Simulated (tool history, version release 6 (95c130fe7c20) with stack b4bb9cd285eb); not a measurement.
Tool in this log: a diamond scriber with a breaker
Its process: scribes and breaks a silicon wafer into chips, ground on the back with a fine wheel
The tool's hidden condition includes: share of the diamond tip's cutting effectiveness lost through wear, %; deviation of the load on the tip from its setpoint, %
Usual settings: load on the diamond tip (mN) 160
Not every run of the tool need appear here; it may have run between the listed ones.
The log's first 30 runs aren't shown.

run    hour  load on the diamond tip (mN)  wafers since the last listed run  hours since the diamond tip was replaced  hours since the load on the tip was calibrated  incoming depth of the damage left on the back of the incoming wafer, um  depth of the median crack under the scribed line (µm)  chips rejected at inspection after the break (%)
 31   803.1                           160                                38                                     483.7                                           148.8                                                                     2.96                                                  12.87                                              2.91
 32   831.6                           160                                42                                     512.2                                           177.3                                                                     2.06                                                  12.59                                              2.42
 33   847.5                           197                                23                                     528.1                                           193.2                                                                     2.17                                                  13.67                                              3.58
      849.9  -- diamond tip replaced by a new one
 34   868.5                           177                                28                                      18.6                                           214.2                                                                     2.59                                                  13.17                                              3.05
 35   939.1                           121                               104                                      89.2                                           284.8                                                                     1.73                                                  11.19                                              4.16
 36  1011.0                           200                               106                                     161.1                                           356.7                                                                     2.15                                                  14.02                                              3.77
 37  1023.1                           123                                17                                     173.2                                           368.8                                                                     2.78                                                  11.21                                              5.51
 38  1039.3                           206                                23                                     189.4                                           385.0                                                                     2.10                                                  13.86                                              4.29
 39  1072.8                           118                                49                                     222.9                                           418.5                                                                     2.65                                                  10.94                                              5.93
 40  1086.1                           124                                19                                     236.2                                           431.8                                                                     2.35                                                  11.04                                              4.66
 41  1120.9                           183                                51                                     271.0                                           466.6                                                                     2.76                                                  13.37                                              3.14
 42  1149.2                           203                                41                                     299.3                                           494.9                                                                     2.72                                                  14.49                                              4.10

Branching from run 42: 4 alternative next runs. What would each branch give?
  A  1149.9                           160                                 1                                     300.0                                           495.6                                                                     1.96                                                      ?                                                 ?
  B  1149.9                           202                                 1                                     300.0                                           495.6                                                                     1.96                                                      ?                                                 ?
  C  1149.9                           138                                 1                                     300.0                                           495.6                                                                     1.96                                                      ?                                                 ?
  D  1149.9                           148                                 1                                     300.0                                           495.6                                                                     1.96                                                      ?                                                 ?

run  depth of the median crack under the scribed line (µm)  chips rejected at inspection after the break (%)
  A                                                  12.35                                              2.07
  B                                                  13.91                                              3.54
  C                                                  11.49                                              2.71
  D                                                  11.88                                              2.27
Stripped of hidden state, with their random variation kept, the same runs would have yielded:
run  depth of the median crack under the scribed line (µm)  chips rejected at inspection after the break (%)
  A                                                  12.35                                              2.07
  B                                                  13.91                                              3.54
  C                                                  11.49                                              2.71
  D                                                  11.88                                              2.27
